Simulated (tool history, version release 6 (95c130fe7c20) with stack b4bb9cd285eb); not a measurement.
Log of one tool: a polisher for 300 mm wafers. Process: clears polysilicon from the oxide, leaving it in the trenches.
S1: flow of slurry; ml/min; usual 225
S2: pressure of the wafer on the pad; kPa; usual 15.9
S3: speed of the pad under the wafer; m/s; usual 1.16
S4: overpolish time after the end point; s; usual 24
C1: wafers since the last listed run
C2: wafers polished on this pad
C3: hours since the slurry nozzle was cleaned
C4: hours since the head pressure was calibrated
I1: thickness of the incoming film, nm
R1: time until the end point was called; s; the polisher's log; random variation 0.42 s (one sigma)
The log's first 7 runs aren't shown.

{"run": 8, "day": 14.65, "S1": 225, "S2": 15.9, "S3": 1.16, "S4": 24, "C1": 277, "C2": 1699, "C3": 216.1, "C4": 111.4, "I1": 627.5, "R1": 36.7}
{"run": 9, "day": 17.408, "S1": 225, "S2": 15.9, "S3": 1.16, "S4": 24, "C1": 472, "C2": 2171, "C3": 282.3, "C4": 177.6, "I1": 624.3, "R1": 37.9}
{"run": 10, "day": 19.767, "S1": 225, "S2": 15.9, "S3": 1.16, "S4": 24, "C1": 403, "C2": 2574, "C3": 338.9, "C4": 234.2, "I1": 628.0, "R1": 38.5}
{"run": 11, "day": 21.433, "S1": 260, "S2": 20.0, "S3": 1.44, "S4": 24, "C1": 285, "C2": 2860, "C3": 378.9, "C4": 274.2, "I1": 623.6, "R1": 26.0}
{"run": 12, "day": 22.792, "S1": 225, "S2": 15.9, "S3": 0.82, "S4": 24, "C1": 232, "C2": 3092, "C3": 411.5, "C4": 306.8, "I1": 631.3, "R1": 47.6}
{"day": 22.904, "done": "slurry nozzle cleaned"}
{"run": 13, "day": 25.317, "S1": 250, "S2": 15.9, "S3": 1.26, "S4": 34, "C1": 425, "C2": 3517, "C3": 57.9, "C4": 367.4, "I1": 618.7, "R1": 34.8}
{"day": 26.621, "done": "worn pad replaced by a new one"}
{"run": 14, "day": 28.033, "S1": 260, "S2": 11.7, "S3": 1.44, "S4": 24, "C1": 436, "C2": 241, "C3": 123.1, "C4": 432.6, "I1": 625.1, "R1": 40.8}
{"day": 28.375, "done": "head pressure recalibrated"}
{"run": 15, "day": 29.817, "S1": 180, "S2": 15.9, "S3": 1.46, "S4": 28, "C1": 290, "C2": 532, "C3": 165.9, "C4": 34.6, "I1": 637.8, "R1": 32.3}
{"run": 16, "day": 32.229, "S1": 155, "S2": 17.9, "S3": 1.16, "S4": 24, "C1": 412, "C2": 945, "C3": 223.8, "C4": 92.5, "I1": 633.4, "R1": 32.4}
{"run": 17, "day": 33.708, "S1": 260, "S2": 10.3, "S3": 1.16, "S4": 28, "C1": 253, "C2": 1198, "C3": 259.3, "C4": 128.0, "I1": 630.6, "R1": 57.2}
{"run": 18, "day": 41.108, "S1": 225, "S2": 15.9, "S3": 0.76, "S4": 24, "C1": 1266, "C2": 2465, "C3": 436.9, "C4": 305.6, "I1": 628.3, "R1": 47.9}
{"run": 19, "day": 43.583, "S1": 260, "S2": 11.7, "S3": 1.44, "S4": 24, "C1": 423, "C2": 2888, "C3": 496.3, "C4": 365.0, "I1": 633.5, "R1": 44.8}
{"day": 44.288, "done": "slurry nozzle cleaned"}
{"run": 20, "day": 44.725, "S1": 225, "S2": 15.9, "S3": 1.16, "S4": 24, "C1": 188, "C2": 3077, "C3": 10.5, "C4": 392.4, "I1": 625.8, "R1": 37.5}
{"day": 45.062, "done": "worn pad replaced by a new one"}
{"run": 21, "day": 47.421, "S1": 225, "S2": 11.7, "S3": 1.26, "S4": 24, "C1": 432, "C2": 403, "C3": 75.2, "C4": 457.1, "I1": 625.6, "R1": 45.2}
{"day": 49.412, "done": "head pressure recalibrated"}
{"run": 22, "day": 50.129, "S1": 300, "S2": 15.9, "S3": 0.82, "S4": 24, "C1": 449, "C2": 852, "C3": 140.2, "C4": 17.2, "I1": 643.6, "R1": 44.4}
{"run": 23, "day": 52.242, "S1": 225, "S2": 15.9, "S3": 1.16, "S4": 24, "C1": 361, "C2": 1214, "C3": 190.9, "C4": 67.9, "I1": 629.1, "R1": 36.7}
{"run": 24, "day": 54.142, "S1": 270, "S2": 15.9, "S3": 0.92, "S4": 24, "C1": 325, "C2": 1539, "C3": 236.5, "C4": 113.5, "I1": 634.9, "R1": 42.9}
{"run": 25, "day": 55.971, "S1": 185, "S2": 11.0, "S3": 1.16, "S4": 24, "C1": 313, "C2": 1852, "C3": 280.4, "C4": 157.4, "I1": 628.4, "R1": 54.7}

Forecast run 26:
{"run": 26, "day": 58.071, "S1": 225, "S2": 13.8, "S3": 1.46, "S4": 18, "C1": 359, "C2": 2211, "C3": 330.8, "C4": 207.8, "I1": 626.1, "R1": "?"}

Run 26 gave R1 36.5 s.
Without the tool's hidden state the same run would have given R1 33.3 s.
